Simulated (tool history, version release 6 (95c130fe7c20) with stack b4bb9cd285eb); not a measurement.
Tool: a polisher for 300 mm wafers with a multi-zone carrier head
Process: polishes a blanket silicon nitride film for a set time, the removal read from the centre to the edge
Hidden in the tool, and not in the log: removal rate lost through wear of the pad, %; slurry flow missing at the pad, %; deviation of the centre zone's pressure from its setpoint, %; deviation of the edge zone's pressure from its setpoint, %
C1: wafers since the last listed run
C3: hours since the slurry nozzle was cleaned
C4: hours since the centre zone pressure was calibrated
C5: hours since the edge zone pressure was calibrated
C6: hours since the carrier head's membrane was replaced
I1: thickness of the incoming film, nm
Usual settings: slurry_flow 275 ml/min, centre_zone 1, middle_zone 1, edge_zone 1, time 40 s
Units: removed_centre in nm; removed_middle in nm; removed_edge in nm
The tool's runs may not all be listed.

run 1 hour=0 | slurry_flow=275 centre_zone=1 middle_zone=1 edge_zone=1 time=40 | C1=0 wafers_polished_on_this_pad=696 C3=583.8 C4=287.8 C5=25.5 C6=1340.3 | I1=388.3 | removed_centre=96.2 removed_middle=97.1 removed_edge=95.1
-- hour=18.1 slurry nozzle cleaned
run 2 hour=97.2 | slurry_flow=275 centre_zone=1 middle_zone=1 edge_zone=0.96 time=40 | C1=1278 wafers_polished_on_this_pad=1974 C3=79.1 C4=385 C5=122.7 C6=1437.5 | I1=388.8 | removed_centre=97.4 removed_middle=97 removed_edge=94.3
run 3 hour=196.6 | slurry_flow=350 centre_zone=1 middle_zone=1 edge_zone=1 time=40 | C1=1321 wafers_polished_on_this_pad=3295 C3=178.5 C4=484.4 C5=222.1 C6=1536.9 | I1=390.5 | removed_centre=99.2 removed_middle=98.6 removed_edge=97.7
run 4 hour=258.8 | slurry_flow=350 centre_zone=1 middle_zone=1 edge_zone=1 time=40 | C1=826 wafers_polished_on_this_pad=4122 C3=240.7 C4=546.6 C5=284.3 C6=1599.1 | I1=388.7 | removed_centre=98.8 removed_middle=99.7 removed_edge=97.3
-- hour=324.5 carrier head's membrane replaced by a new one
run 5 hour=325 | slurry_flow=305 centre_zone=1 middle_zone=1.04 edge_zone=1 time=45 | C1=813 wafers_polished_on_this_pad=4935 C3=306.9 C4=612.8 C5=350.5 C6=0.5 | I1=387.1 | removed_centre=111.7 removed_middle=113.2 removed_edge=108.6
run 6 hour=395.9 | slurry_flow=275 centre_zone=1 middle_zone=1 edge_zone=0.94 time=40 | C1=942 wafers_polished_on_this_pad=5878 C3=377.8 C4=683.7 C5=421.4 C6=71.4 | I1=391.7 | removed_centre=99.6 removed_middle=97.6 removed_edge=92
run 7 hour=442 | slurry_flow=275 centre_zone=1 middle_zone=1.04 edge_zone=1 time=44 | C1=612 wafers_polished_on_this_pad=6491 C3=423.9 C4=729.8 C5=467.5 C6=117.5 | I1=390.7 | removed_centre=110.4 removed_middle=110.6 removed_edge=106.6
-- hour=491.1 worn pad replaced by a new one, of another model than before
-- hour=496.2 centre zone pressure recalibrated
-- hour=515.6 edge zone pressure recalibrated
-- hour=613.8 slurry nozzle cleaned
run 8 hour=760.3 | slurry_flow=190 centre_zone=1.04 middle_zone=1.12 edge_zone=1 time=40 | C1=4111 wafers_polished_on_this_pad=3511 C3=146.5 C4=264.1 C5=244.7 C6=435.8 | I1=386.2 | removed_centre=92.7 removed_middle=99.5 removed_edge=89.8
run 9 hour=831.7 | slurry_flow=185 centre_zone=1.07 middle_zone=1.07 edge_zone=1.1 time=40 | C1=949 wafers_polished_on_this_pad=4460 C3=217.9 C4=335.5 C5=316.1 C6=507.2 | I1=390 | removed_centre=94.8 removed_middle=96.7 removed_edge=94.6
run 10 hour=890.3 | slurry_flow=190 centre_zone=1 middle_zone=1 edge_zone=1 time=35 | C1=778 wafers_polished_on_this_pad=5239 C3=276.5 C4=394.1 C5=374.7 C6=565.8 | I1=395.1 | removed_centre=78.3 removed_middle=79.5 removed_edge=78.4
run 11 hour=956.7 | slurry_flow=275 centre_zone=1.04 middle_zone=1.07 edge_zone=1.1 time=29 | C1=882 wafers_polished_on_this_pad=6121 C3=342.9 C4=460.5 C5=441.1 C6=632.2 | I1=389.2 | removed_centre=73.1 removed_middle=73.4 removed_edge=72.3
-- hour=1026.7 edge zone pressure recalibrated
run 12 hour=1044.1 | slurry_flow=275 centre_zone=1 middle_zone=1 edge_zone=1 time=40 | C1=1135 wafers_polished_on_this_pad=7257 C3=430.3 C4=547.9 C5=17.4 C6=719.6 | I1=387.6 | removed_centre=98.4 removed_middle=97.2 removed_edge=95.1
-- hour=1112.7 worn pad replaced by a new one
run 13 hour=1148.9 | slurry_flow=220 centre_zone=1 middle_zone=1 edge_zone=1 time=40 | C1=1339 wafers_polished_on_this_pad=480 C3=535.1 C4=652.7 C5=122.2 C6=824.4 | I1=391.8 | removed_centre=95 removed_middle=93.9 removed_edge=93.8
-- hour=1177.9 slurry nozzle cleaned
run 14 hour=1240 | slurry_flow=275 centre_zone=1 middle_zone=1 edge_zone=1 time=40 | C1=1197 wafers_polished_on_this_pad=1678 C3=62.1 C4=743.8 C5=213.3 C6=915.5 | I1=394.9 | removed_centre=100.5 removed_middle=96.9 removed_edge=95.2
run 15 hour=1276.5 | slurry_flow=315 centre_zone=1.08 middle_zone=0.92 edge_zone=0.92 time=40 | C1=485 wafers_polished_on_this_pad=2163 C3=98.6 C4=780.3 C5=249.8 C6=952 | I1=392 | removed_centre=108.1 removed_middle=90.1 removed_edge=93
run 16 hour=1344.2 | slurry_flow=275 centre_zone=1 middle_zone=1 edge_zone=1 time=40 | C1=899 wafers_polished_on_this_pad=3063 C3=166.3 C4=848 C5=317.5 C6=1019.7 | I1=391 | removed_centre=103.8 removed_middle=98 removed_edge=94.3
run 17 hour=1430.7 | slurry_flow=275 centre_zone=0.95 middle_zone=1 edge_zone=1 time=40 | C1=1149 wafers_polished_on_this_pad=4213 C3=252.8 C4=934.5 C5=404 C6=1106.2 | I1=391.1 | removed_centre=99.3 removed_middle=96.4 removed_edge=95.7
-- hour=1436.1 centre zone pressure recalibrated
run 18 hour=1510.4 | slurry_flow=275 centre_zone=0.9 middle_zone=1 edge_zone=1 time=40 | C1=1032 wafers_polished_on_this_pad=5245 C3=332.5 C4=74.3 C5=483.7 C6=1185.9 | I1=387 | removed_centre=87.8 removed_middle=99 removed_edge=94.3
-- hour=1572 edge zone pressure recalibrated
run 19 hour=1587.9 | slurry_flow=275 centre_zone=1 middle_zone=1 edge_zone=1 time=40 | C1=1003 wafers_polished_on_this_pad=6249 C3=410 C4=151.8 C5=15.9 C6=1263.4 | I1=397.4 | removed_centre=95.4 removed_middle=97.8 removed_edge=95.1
-- hour=1645.6 worn pad replaced by a new one
run 20 hour=1672.6 | slurry_flow=275 centre_zone=1 middle_zone=0.9 edge_zone=1 time=31 | C1=1072 wafers_polished_on_this_pad=359 C3=494.7 C4=236.5 C5=100.6 C6=1348.1 | I1=388.2 | removed_centre=74.1 removed_middle=69.9 removed_edge=74.6
-- hour=1765.9 slurry nozzle cleaned
run 21 hour=1766.4 | slurry_flow=275 centre_zone=0.91 middle_zone=1 edge_zone=1 time=40 | C1=1233 wafers_polished_on_this_pad=1592 C3=0.5 C4=330.3 C5=194.4 C6=1441.9 | I1=391.5 | removed_centre=89.9 removed_middle=98.7 removed_edge=95.1
run 22 hour=1868.8 | slurry_flow=275 centre_zone=0.95 middle_zone=1 edge_zone=1.04 time=35 | C1=1361 wafers_polished_on_this_pad=2953 C3=102.9 C4=432.7 C5=296.8 C6=1544.3 | I1=391.1 | removed_centre=81.4 removed_middle=83.6 removed_edge=85.2
-- hour=1921.3 carrier head's membrane replaced by a new one
run 23 hour=1936.3 | slurry_flow=275 centre_zone=1 middle_zone=1.08 edge_zone=0.93 time=52 | C1=830 wafers_polished_on_this_pad=3784 C3=170.4 C4=500.2 C5=364.3 C6=15 | I1=390.9 | removed_centre=125.8 removed_middle=133.1 removed_edge=120.8

3 ways to go on from here, each from the tool as it stands after run 23. What would each give?
run A hour=1936.7 | slurry_flow=275 centre_zone=1 middle_zone=1 edge_zone=1 time=40 | C1=5 wafers_polished_on_this_pad=3789 C3=170.8 C4=500.6 C5=364.7 C6=15.4 | I1=393.3 | removed_centre=? removed_middle=? removed_edge=?
run B hour=1936.7 | slurry_flow=275 centre_zone=0.89 middle_zone=0.92 edge_zone=0.92 time=48 | C1=5 wafers_polished_on_this_pad=3789 C3=170.8 C4=500.6 C5=364.7 C6=15.4 | I1=393.3 | removed_centre=? removed_middle=? removed_edge=?
run C hour=1936.7 | slurry_flow=275 centre_zone=1.09 middle_zone=0.97 edge_zone=1.1 time=27 | C1=5 wafers_polished_on_this_pad=3789 C3=170.8 C4=500.6 C5=364.7 C6=15.4 | I1=393.3 | removed_centre=? removed_middle=? removed_edge=?

run=A removed_centre=97.3 removed_middle=97.8 removed_edge=96
run=B removed_centre=107.5 removed_middle=109.5 removed_edge=111.1
run=C removed_centre=69.9 removed_middle=64.3 removed_edge=67.8
Without the tool's hidden state the same runs would have given:
run=A removed_centre=95.6 removed_middle=97.8 removed_edge=96
run=B removed_centre=105.6 removed_middle=109.5 removed_edge=111.1
run=C removed_centre=68.7 removed_middle=64.3 removed_edge=67.8
